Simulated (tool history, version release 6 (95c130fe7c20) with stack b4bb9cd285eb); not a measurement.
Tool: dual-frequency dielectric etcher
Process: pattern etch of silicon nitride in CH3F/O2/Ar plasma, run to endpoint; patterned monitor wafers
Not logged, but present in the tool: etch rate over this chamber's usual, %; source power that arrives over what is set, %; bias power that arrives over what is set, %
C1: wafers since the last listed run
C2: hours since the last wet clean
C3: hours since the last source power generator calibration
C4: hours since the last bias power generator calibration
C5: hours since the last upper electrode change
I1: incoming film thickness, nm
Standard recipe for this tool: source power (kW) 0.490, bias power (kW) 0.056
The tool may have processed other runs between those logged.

{"run": 1, "day": 0.0, "source power (kW)": 0.49, "bias power (kW)": 0.061, "C1": 0, "C2": 414.3, "C3": 4795.6, "C4": 2598.9, "C5": 4684.6, "I1": 30.45, "endpoint time (s)": 39.2}
{"run": 2, "day": 0.688, "source power (kW)": 0.53, "bias power (kW)": 0.05, "C1": 178, "C2": 430.8, "C3": 4812.1, "C4": 2615.4, "C5": 4701.1, "I1": 30.42, "endpoint time (s)": 40.0}
{"run": 3, "day": 1.162, "source power (kW)": 0.53, "bias power (kW)": 0.05, "C1": 123, "C2": 442.2, "C3": 4823.5, "C4": 2626.8, "C5": 4712.5, "I1": 30.38, "endpoint time (s)": 39.8}
{"run": 4, "day": 1.888, "source power (kW)": 0.53, "bias power (kW)": 0.05, "C1": 188, "C2": 459.6, "C3": 4840.9, "C4": 2644.2, "C5": 4729.9, "I1": 30.64, "endpoint time (s)": 40.5}
{"run": 5, "day": 2.542, "source power (kW)": 0.49, "bias power (kW)": 0.056, "C1": 169, "C2": 475.3, "C3": 4856.6, "C4": 2659.9, "C5": 4745.6, "I1": 30.5, "endpoint time (s)": 40.8}
{"run": 6, "day": 2.942, "source power (kW)": 0.49, "bias power (kW)": 0.056, "C1": 103, "C2": 484.9, "C3": 4866.2, "C4": 2669.5, "C5": 4755.2, "I1": 30.3, "endpoint time (s)": 39.8}
{"run": 7, "day": 3.338, "source power (kW)": 0.54, "bias power (kW)": 0.056, "C1": 102, "C2": 494.4, "C3": 4875.7, "C4": 2679.0, "C5": 4764.7, "I1": 30.59, "endpoint time (s)": 39.1}
{"run": 8, "day": 4.083, "source power (kW)": 0.49, "bias power (kW)": 0.056, "C1": 193, "C2": 512.3, "C3": 4893.6, "C4": 2696.9, "C5": 4782.6, "I1": 30.47, "endpoint time (s)": 40.1}
{"run": 9, "day": 4.383, "source power (kW)": 0.49, "bias power (kW)": 0.056, "C1": 77, "C2": 519.5, "C3": 4900.8, "C4": 2704.1, "C5": 4789.8, "I1": 29.98, "endpoint time (s)": 40.0}
{"run": 10, "day": 4.775, "source power (kW)": 0.49, "bias power (kW)": 0.056, "C1": 101, "C2": 528.9, "C3": 4910.2, "C4": 2713.5, "C5": 4799.2, "I1": 30.2, "endpoint time (s)": 40.8}
{"day": 5.833, "done": "wet clean of the chamber"}
{"run": 11, "day": 5.854, "source power (kW)": 0.49, "bias power (kW)": 0.056, "C1": 20, "C2": 0.5, "C3": 4936.1, "C4": 2739.4, "C5": 4825.1, "I1": 30.36, "endpoint time (s)": 38.2}
{"run": 12, "day": 5.867, "source power (kW)": 0.49, "bias power (kW)": 0.056, "C1": 3, "C2": 0.8, "C3": 4936.4, "C4": 2739.7, "C5": 4825.4, "I1": 30.52, "endpoint time (s)": 38.2}
{"run": 13, "day": 6.029, "source power (kW)": 0.49, "bias power (kW)": 0.065, "C1": 42, "C2": 4.7, "C3": 4940.3, "C4": 2743.6, "C5": 4829.3, "I1": 30.55, "endpoint time (s)": 36.9}
{"run": 14, "day": 6.775, "source power (kW)": 0.49, "bias power (kW)": 0.065, "C1": 193, "C2": 22.6, "C3": 4958.2, "C4": 2761.5, "C5": 4847.2, "I1": 30.1, "endpoint time (s)": 36.1}
{"run": 15, "day": 7.312, "source power (kW)": 0.49, "bias power (kW)": 0.056, "C1": 139, "C2": 35.5, "C3": 4971.1, "C4": 2774.4, "C5": 4860.1, "I1": 30.63, "endpoint time (s)": 39.0}
{"run": 16, "day": 7.633, "source power (kW)": 0.49, "bias power (kW)": 0.056, "C1": 83, "C2": 43.2, "C3": 4978.8, "C4": 2782.1, "C5": 4867.8, "I1": 30.28, "endpoint time (s)": 38.4}
{"run": 17, "day": 8.029, "source power (kW)": 0.49, "bias power (kW)": 0.044, "C1": 102, "C2": 52.7, "C3": 4988.3, "C4": 2791.6, "C5": 4877.3, "I1": 30.35, "endpoint time (s)": 41.2}
{"run": 18, "day": 8.646, "source power (kW)": 0.6, "bias power (kW)": 0.06, "C1": 159, "C2": 67.5, "C3": 5003.1, "C4": 2806.4, "C5": 4892.1, "I1": 30.44, "endpoint time (s)": 34.3}
{"run": 19, "day": 9.033, "source power (kW)": 0.49, "bias power (kW)": 0.056, "C1": 100, "C2": 76.8, "C3": 5012.4, "C4": 2815.7, "C5": 4901.4, "I1": 30.24, "endpoint time (s)": 38.7}
{"day": 9.325, "done": "bias power generator calibrated"}
{"run": 20, "day": 9.346, "source power (kW)": 0.4, "bias power (kW)": 0.065, "C1": 37, "C2": 84.3, "C3": 5019.9, "C4": 0.5, "C5": 4908.9, "I1": 30.38, "endpoint time (s)": 40.7}
{"run": 21, "day": 10.05, "source power (kW)": 0.59, "bias power (kW)": 0.062, "C1": 182, "C2": 101.2, "C3": 5036.8, "C4": 17.4, "C5": 4925.8, "I1": 30.22, "endpoint time (s)": 34.4}
{"day": 10.725, "done": "source power generator calibrated"}
{"day": 11.571, "done": "upper electrode replaced"}
{"run": 22, "day": 11.592, "source power (kW)": 0.41, "bias power (kW)": 0.064, "C1": 137, "C2": 138.2, "C3": 20.8, "C4": 54.4, "C5": 0.5, "I1": 30.03, "endpoint time (s)": 39.6}
{"run": 23, "day": 11.604, "source power (kW)": 0.58, "bias power (kW)": 0.048, "C1": 3, "C2": 138.5, "C3": 21.1, "C4": 54.7, "C5": 0.8, "I1": 30.38, "endpoint time (s)": 37.7}
{"run": 24, "day": 11.621, "source power (kW)": 0.49, "bias power (kW)": 0.068, "C1": 4, "C2": 138.9, "C3": 21.5, "C4": 55.1, "C5": 1.2, "I1": 30.4, "endpoint time (s)": 36.9}
{"run": 25, "day": 11.862, "source power (kW)": 0.39, "bias power (kW)": 0.049, "C1": 62, "C2": 144.7, "C3": 27.3, "C4": 60.9, "C5": 7.0, "I1": 30.19, "endpoint time (s)": 44.0}
{"run": 26, "day": 12.521, "source power (kW)": 0.38, "bias power (kW)": 0.048, "C1": 170, "C2": 160.5, "C3": 43.1, "C4": 76.7, "C5": 22.8, "I1": 30.4, "endpoint time (s)": 45.5}
{"run": 27, "day": 13.121, "source power (kW)": 0.49, "bias power (kW)": 0.056, "C1": 155, "C2": 174.9, "C3": 57.5, "C4": 91.1, "C5": 37.2, "I1": 30.57, "endpoint time (s)": 39.0}
{"run": 28, "day": 14.342, "source power (kW)": 0.49, "bias power (kW)": 0.056, "C1": 316, "C2": 204.2, "C3": 86.8, "C4": 120.4, "C5": 66.5, "I1": 30.35, "endpoint time (s)": 39.3}
{"run": 29, "day": 14.9, "source power (kW)": 0.49, "bias power (kW)": 0.056, "C1": 144, "C2": 217.6, "C3": 100.2, "C4": 133.8, "C5": 79.9, "I1": 29.98, "endpoint time (s)": 39.1}
{"run": 30, "day": 15.421, "source power (kW)": 0.55, "bias power (kW)": 0.069, "C1": 135, "C2": 230.1, "C3": 112.7, "C4": 146.3, "C5": 92.4, "I1": 30.35, "endpoint time (s)": 35.5}
{"run": 31, "day": 16.117, "source power (kW)": 0.61, "bias power (kW)": 0.056, "C1": 180, "C2": 246.8, "C3": 129.4, "C4": 163.0, "C5": 109.1, "I1": 30.59, "endpoint time (s)": 35.8}
{"run": 32, "day": 16.671, "source power (kW)": 0.49, "bias power (kW)": 0.056, "C1": 143, "C2": 260.1, "C3": 142.7, "C4": 176.3, "C5": 122.4, "I1": 30.65, "endpoint time (s)": 40.0}
{"run": 33, "day": 17.017, "source power (kW)": 0.45, "bias power (kW)": 0.056, "C1": 89, "C2": 268.4, "C3": 151.0, "C4": 184.6, "C5": 130.7, "I1": 30.15, "endpoint time (s)": 40.3}
{"run": 34, "day": 17.3, "source power (kW)": 0.49, "bias power (kW)": 0.065, "C1": 73, "C2": 275.2, "C3": 157.8, "C4": 191.4, "C5": 137.5, "I1": 30.3, "endpoint time (s)": 37.3}
{"run": 35, "day": 17.942, "source power (kW)": 0.41, "bias power (kW)": 0.049, "C1": 166, "C2": 290.6, "C3": 173.2, "C4": 206.8, "C5": 152.9, "I1": 30.58, "endpoint time (s)": 45.5}

For each entry between runs, how does the tool's hidden state at the last listed run before it compare with that at the first listed run after it?
In the gap between runs 10 and 11: wet clean of the chamber (day 5.833)
  etch rate over this chamber's usual, %: -5.08 -> 0.653
  difference, measured minus the result without the unlogged condition, endpoint time (s): +2.1 -> -0.2
In the gap between runs 19 and 20: bias power generator calibrated (day 9.325)
  etch rate over this chamber's usual, %: -0.173 -> -0.254
  difference, measured minus the result without the unlogged condition, endpoint time (s): +0.1 -> +0.1
In the gap between runs 21 and 22: source power generator calibrated (day 10.725); upper electrode replaced (day 11.571)
  etch rate over this chamber's usual, %: -0.438 -> -0.838
  difference, measured minus the result without the unlogged condition, endpoint time (s): +0.2 -> +0.4
